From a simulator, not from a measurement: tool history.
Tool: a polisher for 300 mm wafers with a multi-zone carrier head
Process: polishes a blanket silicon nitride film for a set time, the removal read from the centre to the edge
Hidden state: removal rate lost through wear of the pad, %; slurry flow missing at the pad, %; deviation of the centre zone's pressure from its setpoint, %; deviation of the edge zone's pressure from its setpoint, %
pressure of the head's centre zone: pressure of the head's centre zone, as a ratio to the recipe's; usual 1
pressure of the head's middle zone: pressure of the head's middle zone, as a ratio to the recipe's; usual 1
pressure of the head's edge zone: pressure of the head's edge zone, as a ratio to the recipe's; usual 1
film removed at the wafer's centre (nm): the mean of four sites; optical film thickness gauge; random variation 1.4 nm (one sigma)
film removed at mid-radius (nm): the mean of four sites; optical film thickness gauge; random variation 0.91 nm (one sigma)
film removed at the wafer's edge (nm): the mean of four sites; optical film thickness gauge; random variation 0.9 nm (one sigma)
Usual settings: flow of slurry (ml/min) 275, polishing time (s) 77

run   hour  flow of slurry (ml/min)  pressure of the head's centre zone  pressure of the head's middle zone  pressure of the head's edge zone  polishing time (s)  wafers since the last listed run  wafers polished on this pad  hours since the slurry nozzle was cleaned  hours since the centre zone pressure was calibrated  hours since the edge zone pressure was calibrated  hours since the carrier head's membrane was replaced  incoming thickness of the incoming film, nm  film removed at the wafer's centre (nm)  film removed at mid-radius (nm)  film removed at the wafer's edge (nm)
  1      0                      245                                   1                                   1                                 1                  77                                 0                          672                                      300.5                                                921.7                                             1066.7                                                   662                                        944.1                                     81.5                             82.6                                   82.4
       9.6  -- worn pad replaced by a new one
  2   10.1                      245                                   1                                   1                                 1                  77                                43                            3                                      310.6                                                931.8                                             1076.8                                                 672.1                                        953.1                                     90.4                               91                                   91.8
  3   16.7                      245                                   1                                   1                                 1                  77                                46                           50                                      317.2                                                938.4                                             1083.4                                                 678.7                                        947.4                                     92.4                             90.6                                   91.2
  4   24.3                      275                                   1                                   1                              0.92                  77                                53                          104                                      324.8                                                  946                                               1091                                                 686.3                                        939.8                                     95.7                             92.3                                   91.3
  5   36.7                      275                                   1                                   1                              0.92                  77                                88                          192                                      337.2                                                958.4                                             1103.4                                                 698.7                                        935.6                                     93.6                             91.4                                   90.2
  6   47.9                      275                                   1                                   1                              0.92                  77                                79                          272                                      348.4                                                969.6                                             1114.6                                                 709.9                                        943.1                                       92                             89.6                                   87.5
  7   58.1                      275                                   1                                   1                                 1                  77                                72                          344                                      358.6                                                979.8                                             1124.8                                                 720.1                                        957.7                                     90.2                             87.5                                   90.4
  8   69.7                      355                                1.06                                   1                                 1                  77                                82                          427                                      370.2                                                991.4                                             1136.4                                                 731.7                                        943.3                                       99                             92.1                                   90.7
      77.4  -- edge zone pressure recalibrated
  9   79.9                      335                                   1                                   1                              0.88                  56                                58                          485                                      380.4                                               1001.6                                                2.5                                                 741.9                                          944                                     65.5                             64.5                                   60.9
     107.7  -- worn pad replaced by a new one
     107.8  -- slurry nozzle cleaned
 10  108.2                      275                                   1                                   1                                 1                  50                               171                            2                                        0.4                                               1029.9                                               30.8                                                 770.2                                        947.4                                     66.8                             65.1                                   65.1
 11  116.2                      245                                   1                                   1                                 1                  77                                56                           59                                        8.4                                               1037.9                                               38.8                                                 778.2                                        947.1                                    102.5                             99.2                                   97.8
     121.9  -- carrier head's membrane replaced by a new one
     129.4  -- centre zone pressure recalibrated
 12  133.5                      275                                1.06                                   1                                 1                  77                                73                          132                                       25.7                                                  4.1                                               56.1                                                  11.6                                        939.7                                    108.4                             98.6                                   97.7
 13    143                      275                                   1                                   1                                 1                  77                                67                          200                                       35.2                                                 13.6                                               65.6                                                  21.1                                        953.3                                    101.1                             99.4                                   97.2
 14  152.4                      275                                   1                                 1.1                                 1                  77                                66                          266                                       44.6                                                   23                                                 75                                                  30.5                                          946                                    100.9                              107                                   96.2
 15  165.3                      320                                   1                                0.93                               0.9                  90                                91                          358                                       57.5                                                 35.9                                               87.9                                                  43.4                                        942.8                                    114.6                            107.4                                  106.1
 16  173.9                      275                                1.05                                1.11                                 1                  77                                61                          419                                       66.1                                                 44.5                                               96.5                                                    52                                        968.7                                    103.6                            105.2                                   93.8
 17    182                      275                                   1                                 1.1                              0.95                  77                                57                          477                                       74.2                                                 52.6                                              104.6                                                  60.1                                        942.2                                       96                             99.5                                   90.9
 18  191.1                      275                                   1                                0.94                               1.1                  77                                64                          541                                       83.3                                                 61.7                                              113.7                                                  69.2                                        951.2                                     93.1                               87                                   95.1
 19  206.9                      275                                0.96                                   1                                 1                  58                               112                          654                                       99.1                                                 77.5                                              129.5                                                    85                                        955.7                                     64.9                             65.5                                     66
     216.6  -- worn pad replaced by a new one
 20  217.1                      275                                   1                                   1                                 1                  77                                44                            3                                      109.3                                                 87.7                                              139.7                                                  95.2                                        938.1                                    102.2                             99.9                                   97.6
 21  224.8                      275                                   1                                   1                                 1                  50                                54                           58                                        117                                                 95.4                                              147.4                                                 102.9                                          951                                     64.6                             64.2                                   63.5

5 ways to go on from here, each from the tool as it stands after run 21. What would each give?
  A  225.2                      275                                   1                                   1                                 1                  77                                 2                           61                                      117.4                                                 95.8                                              147.8                                                 103.3                                        941.4                                        ?                                ?                                      ?
  B  225.2                      185                                   1                                   1                              0.88                  77                                 2                           61                                      117.4                                                 95.8                                              147.8                                                 103.3                                        941.4                                        ?                                ?                                      ?
  C  225.2                      275                                   1                                1.11                                 1                  77                                 2                           61                                      117.4                                                 95.8                                              147.8                                                 103.3                                        941.4                                        ?                                ?                                      ?
  D  225.2                      300                                   1                                   1                              0.92                  77                                 2                           61                                      117.4                                                 95.8                                              147.8                                                 103.3                                        941.4                                        ?                                ?                                      ?
  E  225.2                      275                                0.96                                   1                              0.91                  55                                 2                           61                                      117.4                                                 95.8                                              147.8                                                 103.3                                        941.4                                        ?                                ?                                      ?

run  film removed at the wafer's centre (nm)  film removed at mid-radius (nm)  film removed at the wafer's edge (nm)
  A                                     99.5                             97.8                                   98.3
  B                                     92.3                             91.4                                   88.1
  C                                     99.6                            106.8                                   98.1
  D                                    100.7                             98.9                                   95.3
  E                                     68.2                             69.9                                   67.1
Without the tool's hidden state the same runs would have given:
run  film removed at the wafer's centre (nm)  film removed at mid-radius (nm)  film removed at the wafer's edge (nm)
  A                                    101.6                             99.7                                   99.8
  B                                     95.1                             93.9                                   89.9
  C                                    101.7                            108.9                                   99.7
  D                                    102.7                            100.6                                   96.7
  E                                     69.6                             71.2                                   68.2
